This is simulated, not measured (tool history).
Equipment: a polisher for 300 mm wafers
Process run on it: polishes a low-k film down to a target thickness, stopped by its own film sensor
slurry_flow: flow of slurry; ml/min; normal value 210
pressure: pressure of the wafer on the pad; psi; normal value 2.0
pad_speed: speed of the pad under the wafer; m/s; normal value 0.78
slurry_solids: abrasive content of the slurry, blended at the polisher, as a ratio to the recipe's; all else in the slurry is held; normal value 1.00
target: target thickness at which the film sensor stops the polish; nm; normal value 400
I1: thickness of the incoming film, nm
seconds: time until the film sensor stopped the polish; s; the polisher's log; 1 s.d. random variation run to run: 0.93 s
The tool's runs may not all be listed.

run 1 hour=0.0 | slurry_flow=210 pressure=1.6 pad_speed=0.78 slurry_solids=1.00 target=404 | I1=412.3 | seconds=31.1
run 2 hour=16.5 | slurry_flow=210 pressure=2.0 pad_speed=0.78 slurry_solids=0.75 target=397 | I1=415.9 | seconds=63.2
run 3 hour=39.5 | slurry_flow=210 pressure=2.0 pad_speed=0.68 slurry_solids=1.00 target=396 | I1=420.9 | seconds=84.8
run 4 hour=53.1 | slurry_flow=185 pressure=2.4 pad_speed=0.98 slurry_solids=1.25 target=400 | I1=420.2 | seconds=43.8
run 5 hour=84.8 | slurry_flow=210 pressure=2.0 pad_speed=0.78 slurry_solids=0.85 target=403 | I1=420.9 | seconds=59.9
run 6 hour=101.7 | slurry_flow=210 pressure=2.0 pad_speed=0.78 slurry_solids=1.15 target=398 | I1=418.4 | seconds=62.1
run 7 hour=121.2 | slurry_flow=210 pressure=2.0 pad_speed=0.78 slurry_solids=1.00 target=400 | I1=418.5 | seconds=58.5
run 8 hour=133.2 | slurry_flow=210 pressure=2.0 pad_speed=0.78 slurry_solids=1.25 target=400 | I1=420.1 | seconds=58.7
run 9 hour=160.4 | slurry_flow=210 pressure=2.6 pad_speed=0.62 slurry_solids=1.00 target=400 | I1=420.9 | seconds=60.4
run 10 hour=177.5 | slurry_flow=210 pressure=2.0 pad_speed=0.78 slurry_solids=1.00 target=400 | I1=426.7 | seconds=82.6
run 11 hour=206.1 | slurry_flow=210 pressure=2.0 pad_speed=0.78 slurry_solids=1.15 target=400 | I1=416.5 | seconds=52.2
run 12 hour=225.3 | slurry_flow=210 pressure=2.0 pad_speed=0.78 slurry_solids=1.00 target=400 | I1=423.5 | seconds=76.9
run 13 hour=290.5 | slurry_flow=235 pressure=1.5 pad_speed=0.78 slurry_solids=1.00 target=400 | I1=413.7 | seconds=47.9
run 14 hour=316.9 | slurry_flow=155 pressure=2.0 pad_speed=0.78 slurry_solids=1.10 target=406 | I1=423.3 | seconds=49.5
run 15 hour=333.5 | slurry_flow=210 pressure=2.0 pad_speed=0.64 slurry_solids=1.00 target=400 | I1=424.4 | seconds=81.3
run 16 hour=349.0 | slurry_flow=210 pressure=2.0 pad_speed=0.90 slurry_solids=1.00 target=400 | I1=424.4 | seconds=65.6
run 17 hour=380.9 | slurry_flow=210 pressure=2.0 pad_speed=0.54 slurry_solids=1.00 target=400 | I1=418.1 | seconds=69.1
run 18 hour=400.4 | slurry_flow=210 pressure=2.0 pad_speed=0.78 slurry_solids=1.00 target=400 | I1=424.9 | seconds=73.2
run 19 hour=417.2 | slurry_flow=210 pressure=2.0 pad_speed=0.94 slurry_solids=1.00 target=400 | I1=419.7 | seconds=54.2
run 20 hour=433.4 | slurry_flow=240 pressure=2.0 pad_speed=0.88 slurry_solids=0.90 target=393 | I1=425.6 | seconds=93.6
run 21 hour=453.1 | slurry_flow=280 pressure=2.0 pad_speed=0.78 slurry_solids=0.70 target=404 | I1=418.4 | seconds=47.2
run 22 hour=477.5 | slurry_flow=210 pressure=2.0 pad_speed=0.70 slurry_solids=1.00 target=404 | I1=424.6 | seconds=67.9
run 23 hour=502.0 | slurry_flow=180 pressure=2.0 pad_speed=0.78 slurry_solids=1.00 target=405 | I1=423.5 | seconds=56.4
run 24 hour=524.1 | slurry_flow=210 pressure=2.4 pad_speed=0.78 slurry_solids=1.25 target=400 | I1=421.0 | seconds=52.9
run 25 hour=536.4 | slurry_flow=210 pressure=2.0 pad_speed=0.78 slurry_solids=1.00 target=400 | I1=424.9 | seconds=77.6

Missing from the log above: 7 entries noted between runs. For each, name the pair of listed runs it sits between and say how the tool's hidden condition differs from the listed run just before to the listed run just after:
In the gap between runs 8 and 9: slurry nozzle cleaned (hour 138.0); slurry blender recalibrated (hour 148.9)
  deviation of the head's pressure from its setpoint, %: 8.34 -> 9.38; time polished since the conditioner stopped cutting, s: 845 -> 854
  measured value less the no-hidden-state value, seconds: +8.8 -> +8.9 s
In the gap between runs 9 and 10: worn pad replaced by a new one (hour 177.0)
  deviation of the head's pressure from its setpoint, %: 9.38 -> 10.1; time polished since the conditioner stopped cutting, s: 854 -> 859
  measured value less the no-hidden-state value, seconds: +8.9 -> +11.7 s
In the gap between runs 10 and 11: head pressure recalibrated (hour 184.0)
  deviation of the head's pressure from its setpoint, %: 10.1 -> -1.6; time polished since the conditioner stopped cutting, s: 859 -> 866
  measured value less the no-hidden-state value, seconds: +11.7 -> +11.2 s
In the gap between runs 12 and 13: conditioning disc replaced and pad reconditioned (hour 279.4)
  deviation of the head's pressure from its setpoint, %: -1.56 -> -1.21; time polished since the conditioner stopped cutting, s: 871 -> 110
  measured value less the no-hidden-state value, seconds: +16.5 -> +1.8 s
In the gap between runs 17 and 18: worn pad replaced by a new one (hour 390.4)
  deviation of the head's pressure from its setpoint, %: -0.229 -> 0.0599; time polished since the conditioner stopped cutting, s: 408 -> 456
  measured value less the no-hidden-state value, seconds: +6.1 -> +9.0 s
In the gap between runs 21 and 22: slurry blender recalibrated (hour 466.7)
  deviation of the head's pressure from its setpoint, %: 0.976 -> 1.47; time polished since the conditioner stopped cutting, s: 562 -> 602
  measured value less the no-hidden-state value, seconds: +6.6 -> +9.1 s
